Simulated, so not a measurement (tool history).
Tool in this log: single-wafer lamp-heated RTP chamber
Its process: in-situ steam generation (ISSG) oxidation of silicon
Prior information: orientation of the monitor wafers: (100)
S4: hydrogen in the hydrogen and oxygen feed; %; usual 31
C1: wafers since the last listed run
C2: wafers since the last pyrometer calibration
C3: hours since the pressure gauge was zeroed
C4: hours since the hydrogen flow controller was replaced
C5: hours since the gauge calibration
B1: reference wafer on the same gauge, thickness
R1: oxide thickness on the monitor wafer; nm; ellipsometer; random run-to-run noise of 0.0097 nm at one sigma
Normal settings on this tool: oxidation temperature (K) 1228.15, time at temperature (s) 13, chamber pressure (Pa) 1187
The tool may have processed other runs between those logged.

run 1 hour=0.0 | oxidation_temperature_(K)=1228.15 time_at_temperature_(s)=13 chamber_pressure_(Pa)=1187 S4=31 | C1=0 C2=1000 C3=2187.3 C4=6630.6 C5=578.6 | B1=4.171 | R1=4.144
run 2 hour=26.4 | oxidation_temperature_(K)=1228.15 time_at_temperature_(s)=13 chamber_pressure_(Pa)=1187 S4=31 | C1=322 C2=1322 C3=2213.7 C4=6657.0 C5=605.0 | B1=4.170 | R1=4.151
run 3 hour=48.7 | oxidation_temperature_(K)=1228.15 time_at_temperature_(s)=13 chamber_pressure_(Pa)=1187 S4=31 | C1=272 C2=1595 C3=2236.0 C4=6679.3 C5=627.3 | B1=4.171 | R1=4.158
run 4 hour=67.4 | oxidation_temperature_(K)=1228.15 time_at_temperature_(s)=13 chamber_pressure_(Pa)=1187 S4=31 | C1=228 C2=1823 C3=2254.7 C4=6698.0 C5=646.0 | B1=4.166 | R1=4.167
run 5 hour=83.9 | oxidation_temperature_(K)=1228.15 time_at_temperature_(s)=13 chamber_pressure_(Pa)=1320 S4=31 | C1=201 C2=2025 C3=2271.2 C4=6714.5 C5=662.5 | B1=4.172 | R1=4.060
run 6 hour=119.6 | oxidation_temperature_(K)=1228.15 time_at_temperature_(s)=13 chamber_pressure_(Pa)=1320 S4=31 | C1=435 C2=2461 C3=2306.9 C4=6750.2 C5=698.2 | B1=4.175 | R1=4.051
run 7 hour=153.5 | oxidation_temperature_(K)=1228.15 time_at_temperature_(s)=13 chamber_pressure_(Pa)=1320 S4=31 | C1=413 C2=2875 C3=2340.8 C4=6784.1 C5=732.1 | B1=4.169 | R1=4.097
run 8 hour=184.0 | oxidation_temperature_(K)=1228.15 time_at_temperature_(s)=13 chamber_pressure_(Pa)=1187 S4=26 | C1=372 C2=3247 C3=2371.3 C4=6814.6 C5=762.6 | B1=4.173 | R1=3.985
run 9 hour=204.4 | oxidation_temperature_(K)=1228.15 time_at_temperature_(s)=13 chamber_pressure_(Pa)=1187 S4=26 | C1=249 C2=3496 C3=2391.7 C4=6835.0 C5=783.0 | B1=4.172 | R1=3.990
run 10 hour=217.7 | oxidation_temperature_(K)=1228.15 time_at_temperature_(s)=13 chamber_pressure_(Pa)=1187 S4=26 | C1=162 C2=3659 C3=2405.0 C4=6848.3 C5=796.3 | B1=4.170 | R1=4.017
run 11 hour=244.2 | oxidation_temperature_(K)=1228.15 time_at_temperature_(s)=16 chamber_pressure_(Pa)=1333 S4=31 | C1=323 C2=3982 C3=2431.5 C4=6874.8 C5=822.8 | B1=4.173 | R1=4.431
-- hour=265.0 gauge calibrated
-- hour=294.0 pressure gauge zeroed
run 12 hour=301.8 | oxidation_temperature_(K)=1228.15 time_at_temperature_(s)=13 chamber_pressure_(Pa)=987 S4=32 | C1=605 C2=4588 C3=7.8 C4=6932.4 C5=36.8 | B1=4.170 | R1=4.324
run 13 hour=334.2 | oxidation_temperature_(K)=1228.15 time_at_temperature_(s)=13 chamber_pressure_(Pa)=1360 S4=32 | C1=395 C2=4983 C3=40.2 C4=6964.8 C5=69.2 | B1=4.165 | R1=4.164
run 14 hour=368.0 | oxidation_temperature_(K)=1228.15 time_at_temperature_(s)=13 chamber_pressure_(Pa)=1187 S4=31 | C1=412 C2=5396 C3=74.0 C4=6998.6 C5=103.0 | B1=4.170 | R1=4.255
-- hour=379.1 hydrogen flow controller replaced
-- hour=381.8 pyrometer window cleaned and pyrometer calibrated
run 15 hour=384.4 | oxidation_temperature_(K)=1223.15 time_at_temperature_(s)=13 chamber_pressure_(Pa)=1187 S4=31 | C1=68 C2=31 C3=90.4 C4=5.3 C5=119.4 | B1=4.173 | R1=4.094
run 16 hour=397.0 | oxidation_temperature_(K)=1228.15 time_at_temperature_(s)=13 chamber_pressure_(Pa)=1293 S4=31 | C1=153 C2=185 C3=103.0 C4=17.9 C5=132.0 | B1=4.169 | R1=4.074
run 17 hour=429.9 | oxidation_temperature_(K)=1228.15 time_at_temperature_(s)=13 chamber_pressure_(Pa)=1347 S4=28 | C1=401 C2=587 C3=135.9 C4=50.8 C5=164.9 | B1=4.169 | R1=3.943
run 18 hour=457.9 | oxidation_temperature_(K)=1228.15 time_at_temperature_(s)=13 chamber_pressure_(Pa)=1187 S4=31 | C1=341 C2=929 C3=163.9 C4=78.8 C5=192.9 | B1=4.171 | R1=4.126
run 19 hour=482.1 | oxidation_temperature_(K)=1228.15 time_at_temperature_(s)=13 chamber_pressure_(Pa)=1187 S4=31 | C1=295 C2=1224 C3=188.1 C4=103.0 C5=217.1 | B1=4.170 | R1=4.142
run 20 hour=512.0 | oxidation_temperature_(K)=1243.15 time_at_temperature_(s)=8 chamber_pressure_(Pa)=1013 S4=32 | C1=365 C2=1589 C3=218.0 C4=132.9 C5=247.0 | B1=4.172 | R1=3.706
run 21 hour=547.9 | oxidation_temperature_(K)=1217.15 time_at_temperature_(s)=13 chamber_pressure_(Pa)=1187 S4=31 | C1=438 C2=2028 C3=253.9 C4=168.8 C5=282.9 | B1=4.175 | R1=4.044
run 22 hour=570.6 | oxidation_temperature_(K)=1213.15 time_at_temperature_(s)=15 chamber_pressure_(Pa)=1027 S4=32 | C1=277 C2=2305 C3=276.6 C4=191.5 C5=305.6 | B1=4.169 | R1=4.306
run 23 hour=606.1 | oxidation_temperature_(K)=1228.15 time_at_temperature_(s)=16 chamber_pressure_(Pa)=1187 S4=24 | C1=433 C2=2738 C3=312.1 C4=227.0 C5=341.1 | B1=4.169 | R1=4.216
run 24 hour=633.9 | oxidation_temperature_(K)=1228.15 time_at_temperature_(s)=13 chamber_pressure_(Pa)=1187 S4=27 | C1=339 C2=3078 C3=339.9 C4=254.8 C5=368.9 | B1=4.173 | R1=4.024
run 25 hour=662.0 | oxidation_temperature_(K)=1228.15 time_at_temperature_(s)=9 chamber_pressure_(Pa)=1187 S4=31 | C1=343 C2=3421 C3=368.0 C4=282.9 C5=397.0 | B1=4.169 | R1=3.673
run 26 hour=694.4 | oxidation_temperature_(K)=1216.15 time_at_temperature_(s)=16 chamber_pressure_(Pa)=1013 S4=32 | C1=395 C2=3817 C3=400.4 C4=315.3 C5=429.4 | B1=4.166 | R1=4.495
run 27 hour=720.1 | oxidation_temperature_(K)=1228.15 time_at_temperature_(s)=13 chamber_pressure_(Pa)=1187 S4=31 | C1=313 C2=4130 C3=426.1 C4=341.0 C5=455.1 | B1=4.170 | R1=4.214
run 28 hour=749.9 | oxidation_temperature_(K)=1244.15 time_at_temperature_(s)=9 chamber_pressure_(Pa)=1240 S4=32 | C1=363 C2=4494 C3=455.9 C4=370.8 C5=484.9 | B1=4.173 | R1=3.833
run 29 hour=762.9 | oxidation_temperature_(K)=1217.15 time_at_temperature_(s)=9 chamber_pressure_(Pa)=1080 S4=25 | C1=158 C2=4653 C3=468.9 C4=383.8 C5=497.9 | B1=4.167 | R1=3.431
run 30 hour=792.6 | oxidation_temperature_(K)=1242.15 time_at_temperature_(s)=9 chamber_pressure_(Pa)=1013 S4=31 | C1=362 C2=5016 C3=498.6 C4=413.5 C5=527.6 | B1=4.170 | R1=3.908

Hidden condition of the tool, last listed run before each entry between runs versus first listed run after:
Logged between run 11 and run 12: gauge calibrated (hour 265.0); pressure gauge zeroed (hour 294.0)
  true wafer temperature minus pyrometer reading, K: 5.25 -> 7.22
  measured less the result without the state, R1: +0.066 -> +0.083 nm
Logged between run 14 and run 15: hydrogen flow controller replaced (hour 379.1); pyrometer window cleaned and pyrometer calibrated (hour 381.8)
  true wafer temperature minus pyrometer reading, K: 9.88 -> 0.448
  measured less the result without the state, R1: +0.112 -> +0.005 nm
